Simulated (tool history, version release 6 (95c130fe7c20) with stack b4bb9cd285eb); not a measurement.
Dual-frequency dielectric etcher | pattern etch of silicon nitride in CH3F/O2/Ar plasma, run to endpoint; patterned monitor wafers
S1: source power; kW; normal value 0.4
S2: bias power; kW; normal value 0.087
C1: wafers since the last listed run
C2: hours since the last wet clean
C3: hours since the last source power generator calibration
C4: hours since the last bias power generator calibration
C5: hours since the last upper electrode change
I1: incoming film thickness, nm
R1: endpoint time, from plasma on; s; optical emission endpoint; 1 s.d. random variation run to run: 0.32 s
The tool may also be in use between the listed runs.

| run | hour | S1 | S2 | C1 | C2 | C3 | C4 | C5 | I1 | R1 |
|---|---|---|---|---|---|---|---|---|---|---|
| 1 | 0 | 0.48 | 0.097 | 0 | 180.5 | 4151.1 | 3426.8 | 1848.7 | 29.93 | 37.3 |
| 2 | 22.9 | 0.48 | 0.097 | 318 | 203.4 | 4174 | 3449.7 | 1871.6 | 29.46 | 36.7 |
| 3 | 49.2 | 0.48 | 0.097 | 365 | 229.7 | 4200.3 | 3476 | 1897.9 | 29.87 | 37.6 |
| 4 | 81.1 | 0.4 | 0.087 | 443 | 261.6 | 4232.2 | 3507.9 | 1929.8 | 29.78 | 42.4 |
| 5 | 97.7 | 0.4 | 0.071 | 230 | 278.2 | 4248.8 | 3524.5 | 1946.4 | 29.89 | 45.6 |
| 6 | 124.7 | 0.4 | 0.071 | 375 | 305.2 | 4275.8 | 3551.5 | 1973.4 | 29.73 | 45.5 |
| 7 | 153.1 | 0.35 | 0.097 | 395 | 333.6 | 4304.2 | 3579.9 | 2001.8 | 29.48 | 43.1 |
| 8 | 180.4 | 0.35 | 0.097 | 379 | 360.9 | 4331.5 | 3607.2 | 2029.1 | 29.67 | 43 |
| 9 | 257.4 | 0.35 | 0.097 | 1071 | 437.9 | 4408.5 | 3684.2 | 2106.1 | 29.84 | 43.6 |
| 10 | 276 | 0.47 | 0.105 | 258 | 456.5 | 4427.1 | 3702.8 | 2124.7 | 29.72 | 37.1 |
| 11 | 309.7 | 0.47 | 0.105 | 468 | 490.2 | 4460.8 | 3736.5 | 2158.4 | 29.55 | 36.7 |
|  | 355.7 | wet clean of the chamber |
| 12 | 356.2 | 0.47 | 0.105 | 312 | 0.5 | 4507.3 | 3783 | 2204.9 | 29.74 | 35.9 |
|  | 368.9 | source power generator calibrated |
| 13 | 380.2 | 0.4 | 0.092 | 278 | 24.5 | 11.3 | 3807 | 2228.9 | 29.92 | 40.8 |
| 14 | 404.4 | 0.4 | 0.08 | 336 | 48.7 | 35.5 | 3831.2 | 2253.1 | 29.8 | 42.9 |
| 15 | 420.7 | 0.4 | 0.08 | 226 | 65 | 51.8 | 3847.5 | 2269.4 | 29.89 | 43.6 |
| 16 | 455.3 | 0.44 | 0.102 | 481 | 99.6 | 86.4 | 3882.1 | 2304 | 29.39 | 37.7 |
| 17 | 479.8 | 0.4 | 0.104 | 340 | 124.1 | 110.9 | 3906.6 | 2328.5 | 30.06 | 39.4 |
| 18 | 504.6 | 0.4 | 0.087 | 344 | 148.9 | 135.7 | 3931.4 | 2353.3 | 30.03 | 42.5 |
|  | 543.3 | upper electrode replaced |
| 19 | 543.8 | 0.4 | 0.087 | 211 | 188.1 | 174.9 | 3970.6 | 0.5 | 29.64 | 41.7 |
| 20 | 555.8 | 0.4 | 0.102 | 166 | 200.1 | 186.9 | 3982.6 | 12.5 | 29.95 | 40.4 |
| 21 | 578 | 0.47 | 0.071 | 308 | 222.3 | 209.1 | 4004.8 | 34.7 | 29.98 | 41.8 |
|  | 605.6 | bias power generator calibrated |
| 22 | 612.9 | 0.45 | 0.078 | 429 | 257.2 | 244 | 7.3 | 69.6 | 29.54 | 40.9 |
| 23 | 643.3 | 0.36 | 0.087 | 422 | 287.6 | 274.4 | 37.7 | 100 | 29.91 | 45.1 |
| 24 | 663.3 | 0.4 | 0.074 | 278 | 307.6 | 294.4 | 57.7 | 120 | 29.66 | 44.6 |
| 25 | 685.6 | 0.44 | 0.087 | 310 | 329.9 | 316.7 | 80 | 142.3 | 29.58 | 41 |
| 26 | 719.5 | 0.32 | 0.078 | 471 | 363.8 | 350.6 | 113.9 | 176.2 | 29.82 | 49.4 |
| 27 | 759.3 | 0.33 | 0.079 | 553 | 403.6 | 390.4 | 153.7 | 216 | 29.8 | 48.8 |
| 28 | 773.9 | 0.48 | 0.077 | 203 | 418.2 | 405 | 168.3 | 230.6 | 29.51 | 40.9 |
| 29 | 786.3 | 0.44 | 0.102 | 172 | 430.6 | 417.4 | 180.7 | 243 | 29.69 | 39 |
| 30 | 804.6 | 0.33 | 0.067 | 254 | 448.9 | 435.7 | 199 | 261.3 | 29.81 | 52.3 |
| 31 | 829.2 | 0.4 | 0.087 | 342 | 473.5 | 460.3 | 223.6 | 285.9 | 29.76 | 42.8 |
| 32 | 852.6 | 0.43 | 0.109 | 325 | 496.9 | 483.7 | 247 | 309.3 | 29.56 | 38.3 |
| 33 | 866.3 | 0.49 | 0.097 | 190 | 510.6 | 497.4 | 260.7 | 323 | 29.58 | 37.8 |

List, for all runs, the conditions of the tool that the log does not record:
source power that arrives over what is set, %: 0 in every run
bias power that arrives over what is set, %: 0 in every run
H1: etch rate over this chamber's usual, %
| run | H1 |
|---|---|
| 1 | -1 |
| 2 | -1.2 |
| 3 | -1.43 |
| 4 | -1.71 |
| 5 | -1.86 |
| 6 | -2.1 |
| 7 | -2.35 |
| 8 | -2.59 |
| 9 | -3.26 |
| 10 | -3.43 |
| 11 | -3.72 |
| 12 | 0.292 |
| 13 | 0.081 |
| 14 | -0.132 |
| 15 | -0.275 |
| 16 | -0.58 |
| 17 | -0.795 |
| 18 | -1.01 |
| 19 | -1.36 |
| 20 | -1.46 |
| 21 | -1.66 |
| 22 | -1.97 |
| 23 | -2.23 |
| 24 | -2.41 |
| 25 | -2.61 |
| 26 | -2.9 |
| 27 | -3.25 |
| 28 | -3.38 |
| 29 | -3.49 |
| 30 | -3.65 |
| 31 | -3.87 |
| 32 | -4.08 |
| 33 | -4.2 |

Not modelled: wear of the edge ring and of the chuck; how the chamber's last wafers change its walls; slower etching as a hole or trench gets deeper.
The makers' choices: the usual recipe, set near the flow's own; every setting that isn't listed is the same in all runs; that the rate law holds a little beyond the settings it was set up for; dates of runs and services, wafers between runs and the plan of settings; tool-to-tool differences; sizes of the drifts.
